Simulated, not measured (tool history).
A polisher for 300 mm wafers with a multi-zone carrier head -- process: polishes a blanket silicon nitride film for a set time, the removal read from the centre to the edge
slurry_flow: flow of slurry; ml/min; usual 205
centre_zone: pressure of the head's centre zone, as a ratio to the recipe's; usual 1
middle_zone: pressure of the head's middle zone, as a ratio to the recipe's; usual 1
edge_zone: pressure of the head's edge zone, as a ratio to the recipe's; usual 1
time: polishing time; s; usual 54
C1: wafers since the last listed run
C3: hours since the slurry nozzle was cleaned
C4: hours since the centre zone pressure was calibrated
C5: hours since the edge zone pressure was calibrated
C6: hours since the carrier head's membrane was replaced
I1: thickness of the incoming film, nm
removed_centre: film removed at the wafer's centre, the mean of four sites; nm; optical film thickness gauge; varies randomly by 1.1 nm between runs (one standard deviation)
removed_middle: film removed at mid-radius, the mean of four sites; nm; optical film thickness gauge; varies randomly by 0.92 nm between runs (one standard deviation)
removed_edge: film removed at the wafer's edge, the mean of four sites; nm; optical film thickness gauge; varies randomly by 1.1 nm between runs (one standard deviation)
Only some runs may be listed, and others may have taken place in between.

run 1 hour=0 | slurry_flow=205 centre_zone=1 middle_zone=1 edge_zone=1 time=54 | C1=0 wafers_polished_on_this_pad=3324 C3=526.6 C4=126.6 C5=542.3 C6=1451.6 | I1=746.2 | removed_centre=78.3 removed_middle=80.6 removed_edge=78.6
run 2 hour=65.2 | slurry_flow=175 centre_zone=1 middle_zone=1 edge_zone=1 time=62 | C1=870 wafers_polished_on_this_pad=4195 C3=591.8 C4=191.8 C5=607.5 C6=1516.8 | I1=741 | removed_centre=85.8 removed_middle=87.7 removed_edge=89.9
-- hour=136.8 slurry nozzle cleaned
run 3 hour=155 | slurry_flow=205 centre_zone=1 middle_zone=1.08 edge_zone=0.9 time=54 | C1=1186 wafers_polished_on_this_pad=5381 C3=18.2 C4=281.6 C5=697.3 C6=1606.6 | I1=724 | removed_centre=81.6 removed_middle=88.5 removed_edge=80.2
-- hour=180.2 edge zone pressure recalibrated
run 4 hour=241 | slurry_flow=245 centre_zone=1.09 middle_zone=1.05 edge_zone=1 time=47 | C1=1122 wafers_polished_on_this_pad=6503 C3=104.2 C4=367.6 C5=60.8 C6=1692.6 | I1=754.3 | removed_centre=81.1 removed_middle=78 removed_edge=75
run 5 hour=301.6 | slurry_flow=205 centre_zone=0.95 middle_zone=1.04 edge_zone=0.96 time=54 | C1=809 wafers_polished_on_this_pad=7312 C3=164.8 C4=428.2 C5=121.4 C6=1753.2 | I1=728.7 | removed_centre=81 removed_middle=85.3 removed_edge=81.4
run 6 hour=399.6 | slurry_flow=205 centre_zone=1 middle_zone=1 edge_zone=1 time=54 | C1=1309 wafers_polished_on_this_pad=8621 C3=262.8 C4=526.2 C5=219.4 C6=1851.2 | I1=739.7 | removed_centre=82.4 removed_middle=83.1 removed_edge=82.3
-- hour=411.6 carrier head's membrane replaced by a new one
-- hour=441.6 worn pad replaced by a new one, of another model than before
run 7 hour=475.7 | slurry_flow=205 centre_zone=1 middle_zone=0.94 edge_zone=1 time=45 | C1=896 wafers_polished_on_this_pad=455 C3=338.9 C4=602.3 C5=295.5 C6=64.1 | I1=746 | removed_centre=67 removed_middle=64.5 removed_edge=67
run 8 hour=540.9 | slurry_flow=205 centre_zone=1 middle_zone=1 edge_zone=1 time=54 | C1=870 wafers_polished_on_this_pad=1326 C3=404.1 C4=667.5 C5=360.7 C6=129.3 | I1=731.6 | removed_centre=80.3 removed_middle=82 removed_edge=81.8
run 9 hour=631.7 | slurry_flow=205 centre_zone=0.9 middle_zone=1 edge_zone=1.08 time=71 | C1=1212 wafers_polished_on_this_pad=2539 C3=494.9 C4=758.3 C5=451.5 C6=220.1 | I1=743.6 | removed_centre=92.3 removed_middle=103.4 removed_edge=108.8
run 10 hour=692 | slurry_flow=205 centre_zone=1 middle_zone=1.08 edge_zone=0.97 time=54 | C1=805 wafers_polished_on_this_pad=3344 C3=555.2 C4=818.6 C5=511.8 C6=280.4 | I1=744.3 | removed_centre=76.2 removed_middle=81.4 removed_edge=75.4
run 11 hour=759.6 | slurry_flow=275 centre_zone=0.95 middle_zone=1 edge_zone=1 time=71 | C1=903 wafers_polished_on_this_pad=4247 C3=622.8 C4=886.2 C5=579.4 C6=348 | I1=745.7 | removed_centre=101.5 removed_middle=105.1 removed_edge=105.6
run 12 hour=808.2 | slurry_flow=175 centre_zone=1.07 middle_zone=1 edge_zone=1 time=54 | C1=649 wafers_polished_on_this_pad=4897 C3=671.4 C4=934.8 C5=628 C6=396.6 | I1=751 | removed_centre=64.9 removed_middle=63.1 removed_edge=69.5
-- hour=857.1 slurry nozzle cleaned
-- hour=889.1 edge zone pressure recalibrated
-- hour=902.3 centre zone pressure recalibrated
run 13 hour=904.9 | slurry_flow=170 centre_zone=1 middle_zone=1 edge_zone=1.12 time=70 | C1=1224 wafers_polished_on_this_pad=6122 C3=47.8 C4=2.6 C5=15.8 C6=493.3 | I1=728.1 | removed_centre=103.8 removed_middle=103.6 removed_edge=109.8
run 14 hour=964.3 | slurry_flow=205 centre_zone=1 middle_zone=1 edge_zone=1 time=54 | C1=793 wafers_polished_on_this_pad=6915 C3=107.2 C4=62 C5=75.2 C6=552.7 | I1=740.5 | removed_centre=83.7 removed_middle=82.9 removed_edge=84.2
run 15 hour=1064.6 | slurry_flow=205 centre_zone=1 middle_zone=1.1 edge_zone=1.09 time=54 | C1=1339 wafers_polished_on_this_pad=8255 C3=207.5 C4=162.3 C5=175.5 C6=653 | I1=738.8 | removed_centre=80.8 removed_middle=90.4 removed_edge=86.8
run 16 hour=1116.6 | slurry_flow=140 centre_zone=1 middle_zone=1 edge_zone=1 time=54 | C1=694 wafers_polished_on_this_pad=8950 C3=259.5 C4=214.3 C5=227.5 C6=705 | I1=738.8 | removed_centre=73.3 removed_middle=71.7 removed_edge=73.3
-- hour=1137.4 worn pad replaced by a new one
run 17 hour=1179.5 | slurry_flow=205 centre_zone=1 middle_zone=0.96 edge_zone=1.07 time=54 | C1=786 wafers_polished_on_this_pad=562 C3=322.4 C4=277.2 C5=290.4 C6=767.9 | I1=742.5 | removed_centre=81.6 removed_middle=76.9 removed_edge=84.7
run 18 hour=1275.5 | slurry_flow=205 centre_zone=0.92 middle_zone=1.04 edge_zone=1.04 time=39 | C1=1282 wafers_polished_on_this_pad=1845 C3=418.4 C4=373.2 C5=386.4 C6=863.9 | I1=735.2 | removed_centre=53.9 removed_middle=59.7 removed_edge=60.1
run 19 hour=1418.7 | slurry_flow=145 centre_zone=1 middle_zone=1 edge_zone=1 time=36 | C1=1912 wafers_polished_on_this_pad=3757 C3=561.6 C4=516.4 C5=529.6 C6=1007.1 | I1=740.1 | removed_centre=42.6 removed_middle=44.2 removed_edge=47.5
-- hour=1447.7 edge zone pressure recalibrated
run 20 hour=1479.6 | slurry_flow=170 centre_zone=0.97 middle_zone=0.94 edge_zone=1 time=67 | C1=786 wafers_polished_on_this_pad=4544 C3=622.5 C4=577.3 C5=31.9 C6=1068 | I1=738 | removed_centre=80.6 removed_middle=78.8 removed_edge=89.1
-- hour=1504.1 slurry nozzle cleaned
run 21 hour=1579.2 | slurry_flow=205 centre_zone=1 middle_zone=0.97 edge_zone=1 time=54 | C1=1317 wafers_polished_on_this_pad=5861 C3=75.1 C4=676.9 C5=131.5 C6=1167.6 | I1=731.3 | removed_centre=83.6 removed_middle=81.2 removed_edge=82.9
run 22 hour=1624 | slurry_flow=205 centre_zone=1 middle_zone=1 edge_zone=1 time=54 | C1=598 wafers_polished_on_this_pad=6460 C3=119.9 C4=721.7 C5=176.3 C6=1212.4 | I1=737.2 | removed_centre=83.3 removed_middle=83.4 removed_edge=85.2

Here are 4 independent what-if runs from the current tool condition. What would each one return?
run A hour=1624.4 | slurry_flow=205 centre_zone=1 middle_zone=1 edge_zone=1 time=61 | C1=5 wafers_polished_on_this_pad=6465 C3=120.3 C4=722.1 C5=176.7 C6=1212.8 | I1=748.5 | removed_centre=? removed_middle=? removed_edge=?
run B hour=1624.4 | slurry_flow=235 centre_zone=1.09 middle_zone=1 edge_zone=1.06 time=65 | C1=5 wafers_polished_on_this_pad=6465 C3=120.3 C4=722.1 C5=176.7 C6=1212.8 | I1=748.5 | removed_centre=? removed_middle=? removed_edge=?
run C hour=1624.4 | slurry_flow=245 centre_zone=1 middle_zone=1 edge_zone=1 time=62 | C1=5 wafers_polished_on_this_pad=6465 C3=120.3 C4=722.1 C5=176.7 C6=1212.8 | I1=748.5 | removed_centre=? removed_middle=? removed_edge=?
run D hour=1624.4 | slurry_flow=205 centre_zone=1.11 middle_zone=0.92 edge_zone=0.97 time=38 | C1=5 wafers_polished_on_this_pad=6465 C3=120.3 C4=722.1 C5=176.7 C6=1212.8 | I1=748.5 | removed_centre=? removed_middle=? removed_edge=?

run=A removed_centre=93.9 removed_middle=93.3 removed_edge=93
run=B removed_centre=112.2 removed_middle=101.9 removed_edge=103.9
run=C removed_centre=98.8 removed_middle=97.9 removed_edge=96.8
run=D removed_centre=64.9 removed_middle=54.2 removed_edge=57.2
Had the tool no hidden state, the same runs would have come out as:
run=A removed_centre=94.5 removed_middle=93.8 removed_edge=93.4
run=B removed_centre=112.8 removed_middle=102.4 removed_edge=104.2
run=C removed_centre=99.3 removed_middle=98.3 removed_edge=97.1
run=D removed_centre=65.3 removed_middle=54.5 removed_edge=57.4
